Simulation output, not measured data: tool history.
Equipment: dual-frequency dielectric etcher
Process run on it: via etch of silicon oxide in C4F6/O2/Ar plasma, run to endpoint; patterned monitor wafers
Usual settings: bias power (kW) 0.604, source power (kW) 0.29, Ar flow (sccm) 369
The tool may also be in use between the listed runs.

run,hour,bias power (kW),source power (kW),Ar flow (sccm),wafers since the last listed run,hours since the last wet clean,hours since the last bias power generator calibration,hours since the last source power generator calibration,hours since the last Ar flow controller change,hours since the last upper electrode change,"incoming incoming film thickness, nm",endpoint time (s)
1,0,0.679,0.29,369,0,338.7,998.3,3739.7,2837,4001.2,95.5,22.6
2,67.5,0.679,0.29,369,986,406.2,1065.8,3807.2,2904.5,4068.7,95.7,22.8
# hour 110.1: wet clean of the chamber
3,129.7,0.604,0.25,311,558,19.6,1128,3869.4,2966.7,4130.9,95.3,24.4
4,213.5,0.604,0.25,311,1224,103.4,1211.8,3953.2,3050.5,4214.7,96,24.9
5,285.8,0.604,0.29,369,1056,175.7,1284.1,4025.5,3122.8,4287,97.1,23.4
6,350.2,0.604,0.29,369,941,240.1,1348.5,4089.9,3187.2,4351.4,96,23.5
# hour 380: Ar flow controller replaced
7,407.3,0.535,0.29,369,746,297.2,1405.6,4147,27.3,4408.5,96.3,25.3
# hour 421.1: bias power generator calibrated
8,446.4,0.535,0.29,369,512,336.3,25.3,4186.1,66.4,4447.6,95,24.8
# hour 489.3: upper electrode replaced
# hour 504.9: wet clean of the chamber
9,505.4,0.49,0.24,369,282,0.5,84.3,4245.1,125.4,16.1,96.4,27.7
10,587.4,0.604,0.29,369,1198,82.5,166.3,4327.1,207.4,98.1,95.6,22.9
11,659.9,0.653,0.29,399,1059,155,238.8,4399.6,279.9,170.6,95.8,22.6
12,735.2,0.684,0.29,369,1100,230.3,314.1,4474.9,355.2,245.9,96.1,22.3
# hour 779.4: source power generator calibrated
13,818.8,0.505,0.23,369,1163,313.9,397.7,39.4,438.8,329.5,95.4,29.1
# hour 870: wet clean of the chamber
14,904.5,0.472,0.29,369,901,34.5,483.4,125.1,524.5,415.2,95.4,25
15,1009.3,0.604,0.29,369,1531,139.3,588.2,229.9,629.3,520,95.1,22.9
16,1059,0.544,0.29,410,726,189,637.9,279.6,679,569.7,96.4,24.6

The next listed run, before its measurement:
17,1144.3,0.604,0.23,288,1246,274.3,723.2,364.9,764.3,655,96.2,?

Run 17 came out at endpoint time (s) 26.6.
The same run, on a tool lacking any hidden state, would have yielded endpoint time (s) 25.6.
